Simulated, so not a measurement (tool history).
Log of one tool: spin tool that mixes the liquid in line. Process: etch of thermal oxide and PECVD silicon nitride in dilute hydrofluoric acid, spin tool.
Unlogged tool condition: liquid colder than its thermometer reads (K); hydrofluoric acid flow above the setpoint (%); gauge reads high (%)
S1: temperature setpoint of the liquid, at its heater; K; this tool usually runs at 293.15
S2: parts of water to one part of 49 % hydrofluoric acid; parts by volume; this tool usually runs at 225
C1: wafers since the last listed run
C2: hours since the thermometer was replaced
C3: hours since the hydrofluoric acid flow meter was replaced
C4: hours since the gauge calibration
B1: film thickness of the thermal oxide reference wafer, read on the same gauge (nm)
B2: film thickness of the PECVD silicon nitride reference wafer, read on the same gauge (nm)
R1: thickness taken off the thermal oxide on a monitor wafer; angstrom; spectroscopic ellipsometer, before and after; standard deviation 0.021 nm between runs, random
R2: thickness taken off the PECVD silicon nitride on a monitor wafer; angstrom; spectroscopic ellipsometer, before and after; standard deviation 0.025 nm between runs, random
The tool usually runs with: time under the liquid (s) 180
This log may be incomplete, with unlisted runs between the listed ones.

{"run": 1, "hour": 0.0, "S1": 293.15, "S2": 180, "time under the liquid (s)": 180, "C1": 0, "C2": 719.9, "C3": 845.9, "C4": 245.2, "B1": 69.987, "B2": 109.992, "R1": 37.54, "R2": 34.76}
{"hour": 12.3, "done": "gauge calibrated"}
{"run": 2, "hour": 23.7, "S1": 293.15, "S2": 180, "time under the liquid (s)": 180, "C1": 215, "C2": 743.6, "C3": 869.6, "C4": 11.4, "B1": 70.002, "B2": 110.02, "R1": 37.77, "R2": 34.98}
{"run": 3, "hour": 43.8, "S1": 295.15, "S2": 225, "time under the liquid (s)": 260, "C1": 183, "C2": 763.7, "C3": 889.7, "C4": 31.5, "B1": 70.014, "B2": 110.028, "R1": 44.7, "R2": 46.4}
{"run": 4, "hour": 68.6, "S1": 295.15, "S2": 225, "time under the liquid (s)": 260, "C1": 225, "C2": 788.5, "C3": 914.5, "C4": 56.3, "B1": 69.988, "B2": 109.997, "R1": 45.17, "R2": 45.82}
{"run": 5, "hour": 89.6, "S1": 295.15, "S2": 225, "time under the liquid (s)": 260, "C1": 191, "C2": 809.5, "C3": 935.5, "C4": 77.3, "B1": 70.006, "B2": 109.993, "R1": 44.71, "R2": 45.51}
{"run": 6, "hour": 104.7, "S1": 293.15, "S2": 225, "time under the liquid (s)": 245, "C1": 137, "C2": 824.6, "C3": 950.6, "C4": 92.4, "B1": 69.985, "B2": 110.01, "R1": 39.22, "R2": 38.37}
{"run": 7, "hour": 118.8, "S1": 293.15, "S2": 225, "time under the liquid (s)": 180, "C1": 128, "C2": 838.7, "C3": 964.7, "C4": 106.5, "B1": 69.993, "B2": 109.991, "R1": 28.92, "R2": 28.05}
{"run": 8, "hour": 145.8, "S1": 293.15, "S2": 225, "time under the liquid (s)": 180, "C1": 245, "C2": 865.7, "C3": 991.7, "C4": 133.5, "B1": 69.992, "B2": 109.996, "R1": 28.7, "R2": 27.74}
{"run": 9, "hour": 177.3, "S1": 293.15, "S2": 225, "time under the liquid (s)": 180, "C1": 286, "C2": 897.2, "C3": 1023.2, "C4": 165.0, "B1": 69.989, "B2": 110.039, "R1": 29.03, "R2": 28.07}
{"run": 10, "hour": 205.8, "S1": 293.15, "S2": 225, "time under the liquid (s)": 180, "C1": 259, "C2": 925.7, "C3": 1051.7, "C4": 193.5, "B1": 69.993, "B2": 110.042, "R1": 28.81, "R2": 28.45}
{"run": 11, "hour": 224.6, "S1": 293.15, "S2": 225, "time under the liquid (s)": 180, "C1": 171, "C2": 944.5, "C3": 1070.5, "C4": 212.3, "B1": 70.011, "B2": 110.036, "R1": 28.85, "R2": 28.09}
{"run": 12, "hour": 245.1, "S1": 295.65, "S2": 225, "time under the liquid (s)": 240, "C1": 186, "C2": 965.0, "C3": 1091.0, "C4": 232.8, "B1": 69.998, "B2": 110.009, "R1": 42.22, "R2": 43.71}
{"run": 13, "hour": 268.8, "S1": 290.15, "S2": 280, "time under the liquid (s)": 255, "C1": 215, "C2": 988.7, "C3": 1114.7, "C4": 256.5, "B1": 70.001, "B2": 109.971, "R1": 27.99, "R2": 26.57}
{"run": 14, "hour": 299.4, "S1": 295.15, "S2": 150, "time under the liquid (s)": 180, "C1": 278, "C2": 1019.3, "C3": 1145.3, "C4": 287.1, "B1": 70.005, "B2": 109.976, "R1": 50.52, "R2": 47.86}
{"run": 15, "hour": 312.8, "S1": 293.15, "S2": 125, "time under the liquid (s)": 180, "C1": 122, "C2": 1032.7, "C3": 1158.7, "C4": 300.5, "B1": 70.009, "B2": 110.021, "R1": 56.87, "R2": 49.3}
{"hour": 326.2, "done": "gauge calibrated"}
{"run": 16, "hour": 338.3, "S1": 293.15, "S2": 225, "time under the liquid (s)": 180, "C1": 232, "C2": 1058.2, "C3": 1184.2, "C4": 12.1, "B1": 69.994, "B2": 110.006, "R1": 28.58, "R2": 28.14}
{"run": 17, "hour": 352.8, "S1": 293.15, "S2": 225, "time under the liquid (s)": 180, "C1": 132, "C2": 1072.7, "C3": 1198.7, "C4": 26.6, "B1": 70.017, "B2": 110.033, "R1": 29.0, "R2": 27.74}
{"hour": 359.5, "done": "hydrofluoric acid flow meter replaced"}
{"run": 18, "hour": 373.9, "S1": 293.15, "S2": 225, "time under the liquid (s)": 255, "C1": 183, "C2": 1093.8, "C3": 14.4, "C4": 47.7, "B1": 69.985, "B2": 110.028, "R1": 40.48, "R2": 39.82}
{"hour": 379.6, "done": "thermometer replaced"}
{"run": 19, "hour": 398.6, "S1": 291.65, "S2": 140, "time under the liquid (s)": 95, "C1": 215, "C2": 19.0, "C3": 39.1, "C4": 72.4, "B1": 70.005, "B2": 110.006, "R1": 25.04, "R2": 21.4}
{"run": 20, "hour": 420.3, "S1": 291.65, "S2": 225, "time under the liquid (s)": 80, "C1": 197, "C2": 40.7, "C3": 60.8, "C4": 94.1, "B1": 70.022, "B2": 109.977, "R1": 12.05, "R2": 11.3}
{"run": 21, "hour": 439.2, "S1": 297.65, "S2": 275, "time under the liquid (s)": 250, "C1": 172, "C2": 59.6, "C3": 79.7, "C4": 113.0, "B1": 69.993, "B2": 110.008, "R1": 36.77, "R2": 42.33}
{"run": 22, "hour": 465.0, "S1": 291.65, "S2": 225, "time under the liquid (s)": 285, "C1": 234, "C2": 85.4, "C3": 105.5, "C4": 138.8, "B1": 70.004, "B2": 110.027, "R1": 42.98, "R2": 39.8}
{"run": 23, "hour": 489.1, "S1": 290.15, "S2": 225, "time under the liquid (s)": 180, "C1": 219, "C2": 109.5, "C3": 129.6, "C4": 162.9, "B1": 69.998, "B2": 109.987, "R1": 25.55, "R2": 22.59}

The tool's hidden state at each run:
liquid colder than its thermometer reads (K): 0 in every run
hydrofluoric acid flow above the setpoint (%): 0 in every run
gauge reads high (%): 0 in every run
